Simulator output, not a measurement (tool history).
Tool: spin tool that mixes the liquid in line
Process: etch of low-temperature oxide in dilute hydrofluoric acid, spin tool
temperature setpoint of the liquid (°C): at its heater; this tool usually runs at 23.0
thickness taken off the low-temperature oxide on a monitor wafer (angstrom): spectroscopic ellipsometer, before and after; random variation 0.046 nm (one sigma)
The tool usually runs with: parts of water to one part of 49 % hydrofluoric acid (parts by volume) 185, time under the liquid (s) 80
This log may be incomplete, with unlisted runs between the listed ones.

run,day,temperature setpoint of the liquid (°C),parts of water to one part of 49 % hydrofluoric acid (parts by volume),time under the liquid (s),"read-back film thickness of the low-temperature oxide reference wafer, read on the same gauge (nm)",thickness taken off the low-temperature oxide on a monitor wafer (angstrom)
1,0.000,21.0,150,80,29.99,164.0
2,2.733,21.0,185,80,30.01,128.4
3,8.925,21.0,185,80,29.99,129.0
4,11.817,23.0,185,80,30.02,139.7
5,19.946,23.0,185,105,30.00,182.8
6,23.417,23.0,185,105,30.00,183.4
7,26.783,19.5,185,80,30.02,122.0
8,29.112,19.5,185,80,29.98,121.7
9,32.258,19.5,185,80,30.00,122.4
10,34.467,21.0,255,35,30.02,38.3
11,38.921,23.0,185,80,30.02,141.0
12,41.579,19.0,215,45,30.03,56.7
13,44.496,21.0,270,105,30.00,107.4
# day 45.025: hydrofluoric acid flow meter replaced
14,46.029,23.0,185,80,30.02,137.4
15,50.250,25.0,120,45,30.02,138.7
# day 50.421: gauge calibrated
16,53.442,25.0,105,120,29.98,431.1
# day 54.467: thermometer replaced
17,57.767,23.0,185,80,29.99,138.2
18,69.229,23.0,185,105,30.04,181.4
19,73.025,24.5,185,110,30.00,202.5

What if the next run were any one of these 4? Each begins from the tool's condition after run 19:
A,73.042,23.0,185,80,?,?
B,73.042,20.0,185,80,?,?
C,73.042,23.0,185,125,?,?
D,73.042,18.5,230,50,?,?

run,"read-back film thickness of the low-temperature oxide reference wafer, read on the same gauge (nm)",thickness taken off the low-temperature oxide on a monitor wafer (angstrom)
A,30.00,138.6
B,30.00,123.5
C,30.00,216.6
D,30.00,56.1
What these runs would have given with no unlogged condition in the tool:
run,thickness taken off the low-temperature oxide on a monitor wafer (angstrom)
A,137.4
B,122.5
C,214.7
D,55.6
